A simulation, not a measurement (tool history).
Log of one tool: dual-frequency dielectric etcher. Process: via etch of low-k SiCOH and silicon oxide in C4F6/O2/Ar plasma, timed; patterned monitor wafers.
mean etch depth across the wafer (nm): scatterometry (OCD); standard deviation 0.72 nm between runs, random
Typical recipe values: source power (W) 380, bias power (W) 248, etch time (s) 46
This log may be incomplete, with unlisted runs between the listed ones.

run   hour  source power (W)  bias power (W)  etch time (s)  wafers since the last listed run  hours since the last wet clean  hours since the last source power generator calibration  hours since the last bias power generator calibration  hours since the last upper electrode change  hours since the gauge calibration  read-back reference wafer on the same gauge, depth_nm  mean etch depth across the wafer (nm)
  1      0               380             248           38.5                                 0                           462.8                                                   1743.4                                                 4765.5                                        141.8                              629.8                                                  111.1                                  107.3
  2     34               380             248             46                               593                           496.8                                                   1777.4                                                 4799.5                                        175.8                              663.8                                                  111.1                                  128.2
      79.4  -- wet clean of the chamber
  3   79.9               380             232             46                               382                             0.5                                                   1823.3                                                 4845.4                                        221.7                              709.7                                                  110.9                                  127.9
  4   94.9               380             229             46                               261                            15.5                                                   1838.3                                                 4860.4                                        236.7                              724.7                                                  111.1                                  126.4
  5  107.7               380             229             46                               223                            28.3                                                   1851.1                                                 4873.2                                        249.5                              737.5                                                    111                                  126.3
  6  127.3               380             229             46                               342                            47.9                                                   1870.7                                                 4892.8                                        269.1                              757.1                                                  110.9                                  126.9
  7  159.2               460             248             46                               557                            79.8                                                   1902.6                                                 4924.7                                          301                                789                                                  110.9                                  139.1
       164  -- source power generator calibrated
  8    189               420             213             57                               450                           109.6                                                       25                                                 4954.5                                        330.8                              818.8                                                  110.9                                  155.6
  9  202.1               430             305           37.5                               228                           122.7                                                     38.1                                                 4967.6                                        343.9                              831.9                                                    111                                  120.4
 10  214.6               380             248             46                               218                           135.2                                                     50.6                                                 4980.1                                        356.4                              844.4                                                    111                                  130.6
 11  253.2               470             264           54.5                               674                           173.8                                                     89.2                                                 5018.7                                          395                                883                                                    111                                  168.6
 12  273.2               420             288             58                               349                           193.8                                                    109.2                                                 5038.7                                          415                                903                                                  111.1                                  180.6
     296.5  -- bias power generator calibrated
 13    297               380             248             46                               345                           217.6                                                      133                                                    0.5                                        438.8                              926.8                                                    111                                  128.4
 14  328.7               380             248             46                               553                           249.3                                                    164.7                                                   32.2                                        470.5                              958.5                                                    111                                  129.2
 15  348.5               380             248             46                               345                           269.1                                                    184.5                                                     52                                        490.3                              978.3                                                  111.1                                  128.8
 16  381.6               350             215           41.5                               578                           302.2                                                    217.6                                                   85.1                                        523.4                             1011.4                                                    111                                  106.8
 17  401.8               380             248             46                               352                           322.4                                                    237.8                                                  105.3                                        543.6                             1031.6                                                    111                                  129.7
 18  414.8               420             304             40                               227                           335.4                                                    250.8                                                  118.3                                        556.6                             1044.6                                                  110.9                                  126.1
 19  436.1               440             248           57.5                               372                           356.7                                                    272.1                                                  139.6                                        577.9                             1065.9                                                  110.9                                    169
 20  527.1               480             191           33.5                              1589                           447.7                                                    363.1                                                  230.6                                        668.9                             1156.9                                                    111                                   89.7
     529.8  -- gauge calibrated
 21  551.5               380             248             46                               426                           472.1                                                    387.5                                                    255                                        693.3                               21.7                                                    111                                    128
 22  630.1               430             276           53.5                              1372                           550.7                                                    466.1                                                  333.6                                        771.9                              100.3                                                  111.1                                  159.5
 23  659.1               380             248             46                               506                           579.7                                                    495.1                                                  362.6                                        800.9                              129.3                                                  111.2                                  129.1
     700.9  -- wet clean of the chamber
 24  701.4               380             231           57.5                               319                             0.5                                                    537.4                                                  404.9                                        843.2                              171.6                                                    111                                  160.3
 25  728.9               380             300             46                               480                              28                                                    564.9                                                  432.4                                        870.7                              199.1                                                    111                                  143.1
 26  750.4               350             270           52.5                               375                            49.5                                                    586.4                                                  453.9                                        892.2                              220.6                                                    111                                  151.8
 27  765.9               380             248           38.5                               270                              65                                                    601.9                                                  469.4                                        907.7                              236.1                                                    111                                  110.6
 28  789.1               300             272             58                               405                            88.2                                                    625.1                                                  492.6                                        930.9                              259.3                                                  110.9                                  160.8
 29  818.3               380             248             58                               510                           117.4                                                    654.3                                                  521.8                                        960.1                              288.5                                                    111                                  165.6

Here are 5 independent what-if runs from the current tool condition. What would each one return?
  A  818.7               380             248             46                                 6                           117.8                                                    654.7                                                  522.2                                        960.5                              288.9                                                      ?                                      ?
  B  818.7               320             217             40                                 6                           117.8                                                    654.7                                                  522.2                                        960.5                              288.9                                                      ?                                      ?
  C  818.7               440             277             57                                 6                           117.8                                                    654.7                                                  522.2                                        960.5                              288.9                                                      ?                                      ?
  D  818.7               380             205             50                                 6                           117.8                                                    654.7                                                  522.2                                        960.5                              288.9                                                      ?                                      ?
  E  818.7               380             310             38                                 6                           117.8                                                    654.7                                                  522.2                                        960.5                              288.9                                                      ?                                      ?

run  read-back reference wafer on the same gauge, depth_nm  mean etch depth across the wafer (nm)
  A                                                    111                                  131.3
  B                                                    111                                  102.6
  C                                                    111                                  178.2
  D                                                    111                                  131.5
  E                                                    111                                  119.4
Stripped of hidden state, with their random variation kept, the same runs would have yielded:
run  mean etch depth across the wafer (nm)
  A                                  131.4
  B                                  102.6
  C                                  178.3
  D                                  131.5
  E                                  119.4
